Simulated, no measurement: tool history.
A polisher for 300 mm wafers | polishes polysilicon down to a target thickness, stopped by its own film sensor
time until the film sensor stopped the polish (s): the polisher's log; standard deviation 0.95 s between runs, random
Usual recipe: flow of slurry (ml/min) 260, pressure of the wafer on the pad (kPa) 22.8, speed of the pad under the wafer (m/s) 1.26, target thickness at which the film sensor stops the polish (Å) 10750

run,day,flow of slurry (ml/min),pressure of the wafer on the pad (kPa),speed of the pad under the wafer (m/s),target thickness at which the film sensor stops the polish (Å),wafers since the last listed run,wafers polished on this pad,hours since the slurry nozzle was cleaned,hours since the head pressure was calibrated,"incoming thickness of the incoming film, nm",time until the film sensor stopped the polish (s)
1,0,260,22.8,1.04,8610,0,725,354.5,694.7,1960.7,121.4
2,0.471,260,22.8,1.04,8610,81,806,365.8,706,1979,124.1
3,0.975,260,22.8,0.92,10750,86,893,377.9,718.1,1913.7,106.2
4,1.238,260,22.8,0.92,10750,45,938,384.2,724.4,1955.7,114.8
# day 1.642: worn pad replaced by a new one
5,1.771,260,22.8,0.92,10750,63,22,397,737.2,1934.8,108.9
6,2.05,260,22.8,1.26,10750,48,70,403.7,743.9,1989.3,85.5
7,2.742,260,22.8,1.26,10750,119,189,420.3,760.5,1929.5,79.2
8,3.321,260,22.8,1.26,10750,99,289,434.2,774.4,1972.5,83.4
9,3.817,260,22.8,1.26,10750,85,374,446.1,786.3,1968.6,84
10,4.267,260,22.8,1.26,10750,77,451,456.9,797.1,1952.1,82.7
11,4.875,260,22.8,1.26,10750,104,556,471.5,811.7,1971.9,85.8
12,5.592,260,22.8,1.52,10750,123,679,488.7,828.9,1983.8,70.8
# day 6.104: head pressure recalibrated
13,6.146,260,22.8,1.52,10750,81,760,502,1,1973.1,71.5
# day 6.721: slurry nozzle cleaned
# day 6.883: worn pad replaced by a new one
14,6.904,230,22.8,1.26,10750,95,3,4.4,19.2,1986.2,81.9
15,7.067,260,22.8,1.26,10750,27,31,8.3,23.1,1992.9,79.4
16,7.658,260,22.8,1.26,10750,101,133,22.5,37.3,1969.8,78.9
17,7.912,260,22.8,1.26,10750,43,177,28.6,43.4,1954.5,77
18,8.262,260,22.8,1.26,10750,60,237,37,51.8,1972.5,79.8
19,9.004,260,22.8,1.26,10750,127,365,54.8,69.6,1940.5,77.6
20,9.404,205,22.8,1.6,10750,68,433,64.4,79.2,1971.8,63.8
21,9.721,295,16.5,1.26,12460,54,488,72,86.8,1953,78.8
22,10.429,260,22.8,1.26,10750,121,610,89,103.8,1972.2,81.3
23,10.842,235,20,1.26,10750,70,681,98.9,113.7,1942,86.6

Predict the results of run 24:
# day 11.629: worn pad replaced by a new one
24,11.65,260,22.8,1.5,10750,110,3,118.3,133.1,1959.9,?

{"run 24": {"time until the film sensor stopped the polish (s)": 66.9}}
The same run, on a tool lacking any hidden state, would have yielded time until the film sensor stopped the polish (s) 65.7.
